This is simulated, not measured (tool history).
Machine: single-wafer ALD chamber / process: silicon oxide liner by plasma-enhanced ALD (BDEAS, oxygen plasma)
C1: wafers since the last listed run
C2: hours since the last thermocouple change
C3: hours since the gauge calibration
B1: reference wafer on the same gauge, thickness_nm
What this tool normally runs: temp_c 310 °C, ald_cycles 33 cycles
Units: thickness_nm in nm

{"run": 1, "hour": 0.0, "temp_c": 310, "ald_cycles": 33, "C1": 0, "C2": 1961.9, "C3": 803.8, "B1": 2.796, "thickness_nm": 3.204}
{"run": 2, "hour": 71.4, "temp_c": 317, "ald_cycles": 33, "C1": 649, "C2": 2033.3, "C3": 875.2, "B1": 2.797, "thickness_nm": 3.146}
{"run": 3, "hour": 116.9, "temp_c": 310, "ald_cycles": 33, "C1": 414, "C2": 2078.8, "C3": 920.7, "B1": 2.802, "thickness_nm": 3.188}
{"run": 4, "hour": 172.4, "temp_c": 318, "ald_cycles": 33, "C1": 505, "C2": 2134.3, "C3": 976.2, "B1": 2.806, "thickness_nm": 3.152}
{"run": 5, "hour": 223.4, "temp_c": 310, "ald_cycles": 33, "C1": 464, "C2": 2185.3, "C3": 1027.2, "B1": 2.81, "thickness_nm": 3.187}
{"run": 6, "hour": 259.3, "temp_c": 310, "ald_cycles": 33, "C1": 326, "C2": 2221.2, "C3": 1063.1, "B1": 2.812, "thickness_nm": 3.198}
{"run": 7, "hour": 304.0, "temp_c": 310, "ald_cycles": 33, "C1": 406, "C2": 2265.9, "C3": 1107.8, "B1": 2.816, "thickness_nm": 3.211}
{"run": 8, "hour": 361.2, "temp_c": 310, "ald_cycles": 33, "C1": 520, "C2": 2323.1, "C3": 1165.0, "B1": 2.821, "thickness_nm": 3.208}
{"run": 9, "hour": 394.2, "temp_c": 310, "ald_cycles": 33, "C1": 300, "C2": 2356.1, "C3": 1198.0, "B1": 2.823, "thickness_nm": 3.219}
{"run": 10, "hour": 426.0, "temp_c": 310, "ald_cycles": 33, "C1": 289, "C2": 2387.9, "C3": 1229.8, "B1": 2.824, "thickness_nm": 3.233}
{"run": 11, "hour": 466.3, "temp_c": 310, "ald_cycles": 33, "C1": 366, "C2": 2428.2, "C3": 1270.1, "B1": 2.828, "thickness_nm": 3.224}
{"hour": 481.9, "done": "gauge calibrated"}
{"run": 12, "hour": 494.3, "temp_c": 310, "ald_cycles": 33, "C1": 254, "C2": 2456.2, "C3": 12.4, "B1": 2.78, "thickness_nm": 3.165}
{"run": 13, "hour": 551.3, "temp_c": 310, "ald_cycles": 34, "C1": 518, "C2": 2513.2, "C3": 69.4, "B1": 2.774, "thickness_nm": 3.272}
{"run": 14, "hour": 590.2, "temp_c": 315, "ald_cycles": 31, "C1": 354, "C2": 2552.1, "C3": 108.3, "B1": 2.776, "thickness_nm": 2.95}
{"run": 15, "hour": 659.6, "temp_c": 316, "ald_cycles": 35, "C1": 631, "C2": 2621.5, "C3": 177.7, "B1": 2.781, "thickness_nm": 3.329}
{"run": 16, "hour": 701.0, "temp_c": 295, "ald_cycles": 35, "C1": 376, "C2": 2662.9, "C3": 219.1, "B1": 2.78, "thickness_nm": 3.498}
{"run": 17, "hour": 755.1, "temp_c": 310, "ald_cycles": 33, "C1": 492, "C2": 2717.0, "C3": 273.2, "B1": 2.78, "thickness_nm": 3.16}
{"hour": 782.4, "done": "thermocouple changed; heater temperature recalibrated"}
{"run": 18, "hour": 816.3, "temp_c": 310, "ald_cycles": 27, "C1": 484, "C2": 33.9, "C3": 334.4, "B1": 2.782, "thickness_nm": 2.588}
{"run": 19, "hour": 880.3, "temp_c": 318, "ald_cycles": 31, "C1": 582, "C2": 97.9, "C3": 398.4, "B1": 2.781, "thickness_nm": 2.944}
{"run": 20, "hour": 910.0, "temp_c": 310, "ald_cycles": 33, "C1": 270, "C2": 127.6, "C3": 428.1, "B1": 2.784, "thickness_nm": 3.181}
{"run": 21, "hour": 962.3, "temp_c": 310, "ald_cycles": 33, "C1": 475, "C2": 179.9, "C3": 480.4, "B1": 2.783, "thickness_nm": 3.17}
{"run": 22, "hour": 1031.4, "temp_c": 324, "ald_cycles": 36, "C1": 628, "C2": 249.0, "C3": 549.5, "B1": 2.787, "thickness_nm": 3.375}
{"run": 23, "hour": 1078.1, "temp_c": 304, "ald_cycles": 33, "C1": 425, "C2": 295.7, "C3": 596.2, "B1": 2.791, "thickness_nm": 3.219}
{"run": 24, "hour": 1138.5, "temp_c": 321, "ald_cycles": 27, "C1": 549, "C2": 356.1, "C3": 656.6, "B1": 2.79, "thickness_nm": 2.558}
{"run": 25, "hour": 1173.5, "temp_c": 321, "ald_cycles": 35, "C1": 318, "C2": 391.1, "C3": 691.6, "B1": 2.793, "thickness_nm": 3.32}
{"run": 26, "hour": 1210.0, "temp_c": 310, "ald_cycles": 38, "C1": 332, "C2": 427.6, "C3": 728.1, "B1": 2.798, "thickness_nm": 3.676}
{"run": 27, "hour": 1238.2, "temp_c": 301, "ald_cycles": 27, "C1": 256, "C2": 455.8, "C3": 756.3, "B1": 2.798, "thickness_nm": 2.647}

3 ways to go on from here, each from the tool as it stands after run 27. What would each give?
{"run": "A", "hour": 1238.6, "temp_c": 310, "ald_cycles": 31, "C1": 3, "C2": 456.2, "C3": 756.7, "B1": "?", "thickness_nm": "?"}
{"run": "B", "hour": 1238.6, "temp_c": 297, "ald_cycles": 26, "C1": 3, "C2": 456.2, "C3": 756.7, "B1": "?", "thickness_nm": "?"}
{"run": "C", "hour": 1238.6, "temp_c": 310, "ald_cycles": 36, "C1": 3, "C2": 456.2, "C3": 756.7, "B1": "?", "thickness_nm": "?"}

run=A B1=2.796 thickness_nm=3.003
run=B B1=2.796 thickness_nm=2.599
run=C B1=2.796 thickness_nm=3.487
With the hidden condition removed and each run's random variation left untouched, the same runs would have given:
run=A thickness_nm=2.974
run=B thickness_nm=2.574
run=C thickness_nm=3.454

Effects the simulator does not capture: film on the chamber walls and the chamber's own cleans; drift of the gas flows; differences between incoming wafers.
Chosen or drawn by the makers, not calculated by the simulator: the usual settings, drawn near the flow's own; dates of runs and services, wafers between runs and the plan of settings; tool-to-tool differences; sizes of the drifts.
